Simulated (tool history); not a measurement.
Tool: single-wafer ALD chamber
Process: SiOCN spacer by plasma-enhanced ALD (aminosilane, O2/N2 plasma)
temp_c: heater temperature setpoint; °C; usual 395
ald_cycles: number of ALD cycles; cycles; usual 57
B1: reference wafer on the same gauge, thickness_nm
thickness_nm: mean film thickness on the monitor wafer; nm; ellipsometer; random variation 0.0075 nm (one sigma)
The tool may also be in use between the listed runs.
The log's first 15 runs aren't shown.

{"run": 16, "day": 18.629, "temp_c": 395, "ald_cycles": 63, "B1": 3.429, "thickness_nm": 3.327}
{"run": 17, "day": 20.075, "temp_c": 395, "ald_cycles": 63, "B1": 3.429, "thickness_nm": 3.33}
{"run": 18, "day": 21.362, "temp_c": 395, "ald_cycles": 63, "B1": 3.431, "thickness_nm": 3.305}
{"run": 19, "day": 22.25, "temp_c": 400, "ald_cycles": 57, "B1": 3.43, "thickness_nm": 3.004}
{"run": 20, "day": 23.533, "temp_c": 400, "ald_cycles": 57, "B1": 3.431, "thickness_nm": 2.998}
{"day": 24.271, "done": "thermocouple changed; heater temperature recalibrated"}
{"run": 21, "day": 24.892, "temp_c": 395, "ald_cycles": 57, "B1": 3.429, "thickness_nm": 3.018}
{"run": 22, "day": 25.592, "temp_c": 395, "ald_cycles": 57, "B1": 3.429, "thickness_nm": 2.993}
{"run": 23, "day": 26.271, "temp_c": 390, "ald_cycles": 46, "B1": 3.433, "thickness_nm": 2.433}
{"run": 24, "day": 27.425, "temp_c": 386, "ald_cycles": 57, "B1": 3.43, "thickness_nm": 3.006}
{"day": 28.133, "done": "gauge calibrated"}
{"run": 25, "day": 28.596, "temp_c": 395, "ald_cycles": 67, "B1": 3.428, "thickness_nm": 3.521}
{"run": 26, "day": 30.025, "temp_c": 380, "ald_cycles": 51, "B1": 3.429, "thickness_nm": 2.693}
{"run": 27, "day": 30.55, "temp_c": 384, "ald_cycles": 57, "B1": 3.43, "thickness_nm": 3.006}
{"run": 28, "day": 31.967, "temp_c": 380, "ald_cycles": 61, "B1": 3.431, "thickness_nm": 3.228}
{"run": 29, "day": 33.221, "temp_c": 395, "ald_cycles": 47, "B1": 3.427, "thickness_nm": 2.476}
{"run": 30, "day": 34.217, "temp_c": 389, "ald_cycles": 57, "B1": 3.429, "thickness_nm": 3.02}
{"run": 31, "day": 35.221, "temp_c": 395, "ald_cycles": 63, "B1": 3.433, "thickness_nm": 3.324}
{"run": 32, "day": 36.512, "temp_c": 395, "ald_cycles": 57, "B1": 3.43, "thickness_nm": 3.012}
{"run": 33, "day": 37.4, "temp_c": 400, "ald_cycles": 50, "B1": 3.428, "thickness_nm": 2.64}
{"run": 34, "day": 38.75, "temp_c": 388, "ald_cycles": 57, "B1": 3.428, "thickness_nm": 3.002}
{"run": 35, "day": 39.292, "temp_c": 382, "ald_cycles": 57, "B1": 3.428, "thickness_nm": 3.022}
{"run": 36, "day": 40.633, "temp_c": 404, "ald_cycles": 62, "B1": 3.43, "thickness_nm": 3.237}
{"run": 37, "day": 41.504, "temp_c": 395, "ald_cycles": 57, "B1": 3.43, "thickness_nm": 3.02}
{"run": 38, "day": 42.275, "temp_c": 395, "ald_cycles": 48, "B1": 3.43, "thickness_nm": 2.54}
{"run": 39, "day": 43.7, "temp_c": 395, "ald_cycles": 57, "B1": 3.429, "thickness_nm": 3.005}
{"run": 40, "day": 44.517, "temp_c": 406, "ald_cycles": 50, "B1": 3.429, "thickness_nm": 2.598}

Forecast each of these 4 alternatives for the next run:
{"run": "A", "day": 44.538, "temp_c": 395, "ald_cycles": 57, "B1": "?", "thickness_nm": "?"}
{"run": "B", "day": 44.538, "temp_c": 381, "ald_cycles": 57, "B1": "?", "thickness_nm": "?"}
{"run": "C", "day": 44.538, "temp_c": 395, "ald_cycles": 49, "B1": "?", "thickness_nm": "?"}
{"run": "D", "day": 44.538, "temp_c": 386, "ald_cycles": 46, "B1": "?", "thickness_nm": "?"}

run=A B1=3.429 thickness_nm=3.000
run=B B1=3.429 thickness_nm=3.000
run=C B1=3.429 thickness_nm=2.579
run=D B1=3.429 thickness_nm=2.421
Without the tool's hidden state the same runs would have given:
run=A thickness_nm=3.000
run=B thickness_nm=3.000
run=C thickness_nm=2.579
run=D thickness_nm=2.421
